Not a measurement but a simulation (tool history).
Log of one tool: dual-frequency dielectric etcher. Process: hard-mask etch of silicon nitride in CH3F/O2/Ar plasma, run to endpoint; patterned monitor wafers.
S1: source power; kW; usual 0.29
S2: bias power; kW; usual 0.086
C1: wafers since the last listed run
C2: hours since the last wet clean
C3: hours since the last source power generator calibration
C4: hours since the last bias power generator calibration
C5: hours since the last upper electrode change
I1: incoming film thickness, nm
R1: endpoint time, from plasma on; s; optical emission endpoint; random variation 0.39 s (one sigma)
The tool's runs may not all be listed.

{"run": 1, "hour": 0.0, "S1": 0.29, "S2": 0.102, "C1": 0, "C2": 403.1, "C3": 2643.8, "C4": 1486.7, "C5": 3313.8, "I1": 54.8, "R1": 70.2}
{"hour": 85.8, "done": "wet clean of the chamber"}
{"run": 2, "hour": 86.3, "S1": 0.29, "S2": 0.086, "C1": 560, "C2": 0.5, "C3": 2730.1, "C4": 1573, "C5": 3400.1, "I1": 55.1, "R1": 76.9}
{"run": 3, "hour": 131.7, "S1": 0.29, "S2": 0.086, "C1": 408, "C2": 45.9, "C3": 2775.5, "C4": 1618.4, "C5": 3445.5, "I1": 55.1, "R1": 76.7}
{"run": 4, "hour": 203.4, "S1": 0.29, "S2": 0.086, "C1": 645, "C2": 117.6, "C3": 2847.2, "C4": 1690.1, "C5": 3517.2, "I1": 55.2, "R1": 77}
{"run": 5, "hour": 278.9, "S1": 0.29, "S2": 0.078, "C1": 679, "C2": 193.1, "C3": 2922.7, "C4": 1765.6, "C5": 3592.7, "I1": 54.8, "R1": 77.4}
{"run": 6, "hour": 366.0, "S1": 0.29, "S2": 0.078, "C1": 783, "C2": 280.2, "C3": 3009.8, "C4": 1852.7, "C5": 3679.8, "I1": 55, "R1": 77.2}
{"run": 7, "hour": 435.8, "S1": 0.29, "S2": 0.078, "C1": 627, "C2": 350, "C3": 3079.6, "C4": 1922.5, "C5": 3749.6, "I1": 55.3, "R1": 77.3}
{"run": 8, "hour": 497.6, "S1": 0.29, "S2": 0.086, "C1": 555, "C2": 411.8, "C3": 3141.4, "C4": 1984.3, "C5": 3811.4, "I1": 55.4, "R1": 74.6}
{"hour": 557.4, "done": "wet clean of the chamber"}
{"run": 9, "hour": 557.9, "S1": 0.29, "S2": 0.086, "C1": 326, "C2": 0.5, "C3": 3201.7, "C4": 2044.6, "C5": 3871.7, "I1": 55.2, "R1": 77.5}
{"run": 10, "hour": 608.0, "S1": 0.29, "S2": 0.086, "C1": 450, "C2": 50.6, "C3": 3251.8, "C4": 2094.7, "C5": 3921.8, "I1": 54.9, "R1": 77}
{"run": 11, "hour": 710.9, "S1": 0.29, "S2": 0.086, "C1": 925, "C2": 153.5, "C3": 3354.7, "C4": 2197.6, "C5": 4024.7, "I1": 55.3, "R1": 75.8}
{"run": 12, "hour": 797.0, "S1": 0.29, "S2": 0.086, "C1": 774, "C2": 239.6, "C3": 3440.8, "C4": 2283.7, "C5": 4110.8, "I1": 54.7, "R1": 74.5}
{"run": 13, "hour": 844.6, "S1": 0.29, "S2": 0.086, "C1": 428, "C2": 287.2, "C3": 3488.4, "C4": 2331.3, "C5": 4158.4, "I1": 56.1, "R1": 76.5}
{"run": 14, "hour": 917.5, "S1": 0.29, "S2": 0.086, "C1": 655, "C2": 360.1, "C3": 3561.3, "C4": 2404.2, "C5": 4231.3, "I1": 55.3, "R1": 75.2}
{"run": 15, "hour": 1001.1, "S1": 0.27, "S2": 0.068, "C1": 752, "C2": 443.7, "C3": 3644.9, "C4": 2487.8, "C5": 4314.9, "I1": 54.8, "R1": 80.9}
{"hour": 1010.2, "done": "bias power generator calibrated"}
{"hour": 1025.4, "done": "wet clean of the chamber"}
{"run": 16, "hour": 1101.3, "S1": 0.24, "S2": 0.098, "C1": 728, "C2": 75.9, "C3": 3745.1, "C4": 91.1, "C5": 4415.1, "I1": 55.4, "R1": 81.2}
{"run": 17, "hour": 1206.1, "S1": 0.35, "S2": 0.068, "C1": 942, "C2": 180.7, "C3": 3849.9, "C4": 195.9, "C5": 4519.9, "I1": 55.3, "R1": 76}
{"hour": 1271.6, "done": "upper electrode replaced"}
{"run": 18, "hour": 1272.1, "S1": 0.34, "S2": 0.099, "C1": 377, "C2": 246.7, "C3": 3915.9, "C4": 261.9, "C5": 0.5, "I1": 54.9, "R1": 67.9}
{"run": 19, "hour": 1322.2, "S1": 0.29, "S2": 0.071, "C1": 450, "C2": 296.8, "C3": 3966, "C4": 312, "C5": 50.6, "I1": 54.9, "R1": 79.1}
{"run": 20, "hour": 1401.5, "S1": 0.34, "S2": 0.098, "C1": 713, "C2": 376.1, "C3": 4045.3, "C4": 391.3, "C5": 129.9, "I1": 55, "R1": 67.3}
{"run": 21, "hour": 1476.2, "S1": 0.25, "S2": 0.095, "C1": 672, "C2": 450.8, "C3": 4120, "C4": 466, "C5": 204.6, "I1": 55.6, "R1": 77.2}
{"hour": 1518.0, "done": "source power generator calibrated"}
{"hour": 1565.4, "done": "wet clean of the chamber"}
{"run": 22, "hour": 1567.2, "S1": 0.33, "S2": 0.086, "C1": 566, "C2": 1.8, "C3": 49.2, "C4": 557, "C5": 295.6, "I1": 55, "R1": 72.7}
{"run": 23, "hour": 1627.1, "S1": 0.29, "S2": 0.086, "C1": 538, "C2": 61.7, "C3": 109.1, "C4": 616.9, "C5": 355.5, "I1": 55.5, "R1": 77.6}
{"run": 24, "hour": 1686.5, "S1": 0.36, "S2": 0.108, "C1": 534, "C2": 121.1, "C3": 168.5, "C4": 676.3, "C5": 414.9, "I1": 54.9, "R1": 65.2}
{"run": 25, "hour": 1763.5, "S1": 0.29, "S2": 0.086, "C1": 692, "C2": 198.1, "C3": 245.5, "C4": 753.3, "C5": 491.9, "I1": 55.5, "R1": 76.3}
{"run": 26, "hour": 1817.3, "S1": 0.22, "S2": 0.065, "C1": 484, "C2": 251.9, "C3": 299.3, "C4": 807.1, "C5": 545.7, "I1": 55.4, "R1": 92.1}
{"run": 27, "hour": 1919.2, "S1": 0.22, "S2": 0.08, "C1": 916, "C2": 353.8, "C3": 401.2, "C4": 909, "C5": 647.6, "I1": 54.8, "R1": 85}
{"run": 28, "hour": 2003.6, "S1": 0.33, "S2": 0.067, "C1": 759, "C2": 438.2, "C3": 485.6, "C4": 993.4, "C5": 732, "I1": 55.5, "R1": 76.6}
{"run": 29, "hour": 2047.5, "S1": 0.29, "S2": 0.086, "C1": 394, "C2": 482.1, "C3": 529.5, "C4": 1037.3, "C5": 775.9, "I1": 55.3, "R1": 74.6}

Forecast each of these 3 alternatives for the next run:
{"run": "A", "hour": 2047.9, "S1": 0.32, "S2": 0.086, "C1": 3, "C2": 482.5, "C3": 529.9, "C4": 1037.7, "C5": 776.3, "I1": 55.4, "R1": "?"}
{"run": "B", "hour": 2047.9, "S1": 0.34, "S2": 0.079, "C1": 3, "C2": 482.5, "C3": 529.9, "C4": 1037.7, "C5": 776.3, "I1": 55.4, "R1": "?"}
{"run": "C", "hour": 2047.9, "S1": 0.29, "S2": 0.101, "C1": 3, "C2": 482.5, "C3": 529.9, "C4": 1037.7, "C5": 776.3, "I1": 55.4, "R1": "?"}

run=A R1=71.2
run=B R1=71.1
run=C R1=70.8
Without the tool's hidden state the same runs would have given:
run=A R1=74.4
run=B R1=74.3
run=C R1=74

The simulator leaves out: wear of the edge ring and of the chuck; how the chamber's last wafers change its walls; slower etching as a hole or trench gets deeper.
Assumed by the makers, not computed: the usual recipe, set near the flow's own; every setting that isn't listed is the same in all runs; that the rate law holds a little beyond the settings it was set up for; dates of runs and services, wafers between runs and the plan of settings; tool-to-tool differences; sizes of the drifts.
